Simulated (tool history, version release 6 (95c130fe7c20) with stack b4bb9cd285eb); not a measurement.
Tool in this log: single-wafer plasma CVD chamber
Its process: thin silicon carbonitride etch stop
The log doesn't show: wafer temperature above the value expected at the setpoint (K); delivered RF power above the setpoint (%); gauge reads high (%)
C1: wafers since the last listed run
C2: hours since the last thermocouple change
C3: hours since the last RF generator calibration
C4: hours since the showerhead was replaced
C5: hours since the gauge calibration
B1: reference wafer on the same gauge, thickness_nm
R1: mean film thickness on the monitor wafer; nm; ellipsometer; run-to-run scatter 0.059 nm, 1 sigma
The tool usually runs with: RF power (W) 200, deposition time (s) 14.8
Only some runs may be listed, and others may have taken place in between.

Run 1, hour 0: usual settings; C1 0; C2 1618; C3 754.7; C4 7392.3; C5 61.8; B1 11.634. Result: R1 10.18 nm.
Run 2, hour 88.2: usual settings; C1 2954; C2 1706.2; C3 842.9; C4 7480.5; C5 150; B1 11.643. Result: R1 10.2 nm.
Run 3, hour 189.8: usual settings; C1 3403; C2 1807.8; C3 944.5; C4 7582.1; C5 251.6; B1 11.668. Result: R1 10.128 nm.
Run 4, hour 314.3: usual settings but RF power (W) 210, deposition time (s) 15.8; C1 4170; C2 1932.3; C3 1069; C4 7706.6; C5 376.1; B1 11.768. Result: R1 11.121 nm.
At hour 376.5: showerhead replaced.
Run 5, hour 377: usual settings but RF power (W) 210, deposition time (s) 15.8; C1 1832; C2 1995; C3 1131.7; C4 0.5; C5 438.8; B1 11.779. Result: R1 11.184 nm.
Run 6, hour 465.9: usual settings but RF power (W) 210, deposition time (s) 15.8; C1 2978; C2 2083.9; C3 1220.6; C4 89.4; C5 527.7; B1 11.822. Result: R1 11.263 nm.
At hour 519: RF generator calibrated.
At hour 570.7: gauge calibrated.
Run 7, hour 571.7: usual settings but RF power (W) 220; C1 3276; C2 2189.7; C3 52.7; C4 195.2; C5 1; B1 11.651. Result: R1 10.497 nm.
Run 8, hour 672.5: usual settings but RF power (W) 220; C1 3376; C2 2290.5; C3 153.5; C4 296; C5 101.8; B1 11.682. Result: R1 10.648 nm.
Run 9, hour 778.5: usual settings but deposition time (s) 16.2; C1 3551; C2 2396.5; C3 259.5; C4 402; C5 207.8; B1 11.739. Result: R1 11.178 nm.
At hour 807.8: thermocouple changed; heater temperature recalibrated.
Run 10, hour 848.2: usual settings; C1 2067; C2 40.4; C3 329.2; C4 471.7; C5 277.5; B1 11.789. Result: R1 10.336 nm.
Run 11, hour 914.3: usual settings but deposition time (s) 12.9; C1 2214; C2 106.5; C3 395.3; C4 537.8; C5 343.6; B1 11.78. Result: R1 8.978 nm.
Run 12, hour 976.2: usual settings; C1 2073; C2 168.4; C3 457.2; C4 599.7; C5 405.5; B1 11.811. Result: R1 10.419 nm.
Run 13, hour 1030.7: usual settings but RF power (W) 210, deposition time (s) 13.5; C1 1825; C2 222.9; C3 511.7; C4 654.2; C5 460; B1 11.863. Result: R1 9.548 nm.
Run 14, hour 1101.3: usual settings but RF power (W) 215, deposition time (s) 12; C1 2365; C2 293.5; C3 582.3; C4 724.8; C5 530.6; B1 11.89. Result: R1 8.557 nm.
Run 15, hour 1145.8: usual settings but deposition time (s) 12.9; C1 1490; C2 338; C3 626.8; C4 769.3; C5 575.1; B1 11.874. Result: R1 9.098 nm.
Run 16, hour 1251.2: usual settings but RF power (W) 175, deposition time (s) 13.6; C1 3531; C2 443.4; C3 732.2; C4 874.7; C5 680.5; B1 11.917. Result: R1 9.122 nm.

Entry by entry between the runs, the difference in hidden state between the last listed run before and the first listed run after:
Runs 4 to 5: showerhead replaced (hour 376.5)
  gauge reads high (%): 1.28 -> 1.51
  measured value less the no-hidden-state value, R1: +0.14 -> +0.166 nm
Runs 6 to 7: RF generator calibrated (hour 519); gauge calibrated (hour 570.7)
  gauge reads high (%): 1.84 -> 0.392
  measured value less the no-hidden-state value, R1: +0.203 -> +0.041 nm
Runs 9 to 10: thermocouple changed; heater temperature recalibrated (hour 807.8)
  gauge reads high (%): 1.16 -> 1.42
  measured value less the no-hidden-state value, R1: +0.128 -> +0.144 nm
